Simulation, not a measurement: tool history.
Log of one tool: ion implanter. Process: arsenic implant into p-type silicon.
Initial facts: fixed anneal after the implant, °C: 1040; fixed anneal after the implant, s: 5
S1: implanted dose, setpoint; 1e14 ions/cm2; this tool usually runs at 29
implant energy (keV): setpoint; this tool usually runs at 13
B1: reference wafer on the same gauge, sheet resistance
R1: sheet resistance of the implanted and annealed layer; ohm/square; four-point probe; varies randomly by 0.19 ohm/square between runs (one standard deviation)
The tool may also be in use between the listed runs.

run 1 hour=0 | S1=29 implant_energy_(keV)=13 | B1=101.98 | R1=126.18
run 2 hour=69.8 | S1=29 implant_energy_(keV)=13 | B1=101.99 | R1=125.9
run 3 hour=242.9 | S1=29 implant_energy_(keV)=13 | B1=102.06 | R1=126.31
run 4 hour=289.8 | S1=29 implant_energy_(keV)=13 | B1=102.03 | R1=125.9
run 5 hour=345.2 | S1=29 implant_energy_(keV)=13 | B1=102.01 | R1=125.78
run 6 hour=379.5 | S1=26.69 implant_energy_(keV)=13 | B1=101.98 | R1=127.39
run 7 hour=429.6 | S1=25.01 implant_energy_(keV)=15 | B1=101.97 | R1=123.4
run 8 hour=493.5 | S1=29 implant_energy_(keV)=11 | B1=101.99 | R1=131.22
-- hour=513.5 gauge calibrated
run 9 hour=535.8 | S1=29 implant_energy_(keV)=13 | B1=101.99 | R1=126.28
run 10 hour=582.2 | S1=29 implant_energy_(keV)=13 | B1=101.99 | R1=126.15
run 11 hour=643.3 | S1=29 implant_energy_(keV)=9.5 | B1=102 | R1=135.06
run 12 hour=684.1 | S1=20.98 implant_energy_(keV)=9.5 | B1=102.03 | R1=140.82
run 13 hour=846.7 | S1=33.48 implant_energy_(keV)=13 | B1=102.03 | R1=123.72
-- hour=864.2 Faraday cup replaced and dose calibrated
run 14 hour=913.6 | S1=32.65 implant_energy_(keV)=11.5 | B1=102.03 | R1=128.35
run 15 hour=981.3 | S1=20.47 implant_energy_(keV)=13 | B1=101.98 | R1=131.54
run 16 hour=1048.8 | S1=29 implant_energy_(keV)=13 | B1=102.04 | R1=126.41
run 17 hour=1105.4 | S1=29 implant_energy_(keV)=12 | B1=102.03 | R1=128.79
-- hour=1141.5 extraction supply calibrated
run 18 hour=1149.9 | S1=33.39 implant_energy_(keV)=9 | B1=102.02 | R1=133.99
run 19 hour=1174.7 | S1=37.52 implant_energy_(keV)=13 | B1=101.97 | R1=121.93
run 20 hour=1388 | S1=29 implant_energy_(keV)=11.5 | B1=102 | R1=130.31
run 21 hour=1452.2 | S1=29 implant_energy_(keV)=13 | B1=101.95 | R1=126.33
run 22 hour=1485.2 | S1=20.6 implant_energy_(keV)=9.5 | B1=102 | R1=141.78

Predict each of these 5 candidate next runs independently; none follows another, all start after run 22:
run A hour=1485.6 | S1=35.28 implant_energy_(keV)=13 | B1=? | R1=?
run B hour=1485.6 | S1=34.3 implant_energy_(keV)=14.5 | B1=? | R1=?
run C hour=1485.6 | S1=31.41 implant_energy_(keV)=11.5 | B1=? | R1=?
run D hour=1485.6 | S1=34.61 implant_energy_(keV)=17.5 | B1=? | R1=?
run E hour=1485.6 | S1=36.78 implant_energy_(keV)=15 | B1=? | R1=?

run=A B1=102.03 R1=123.19
run=B B1=102.03 R1=119.99
run=C B1=102.03 R1=128.72
run=D B1=102.03 R1=112.62
run=E B1=102.03 R1=117.69
With no hidden state in the tool, these same runs would have given:
run=A R1=123.19
run=B R1=119.99
run=C R1=128.72
run=D R1=112.62
run=E R1=117.69
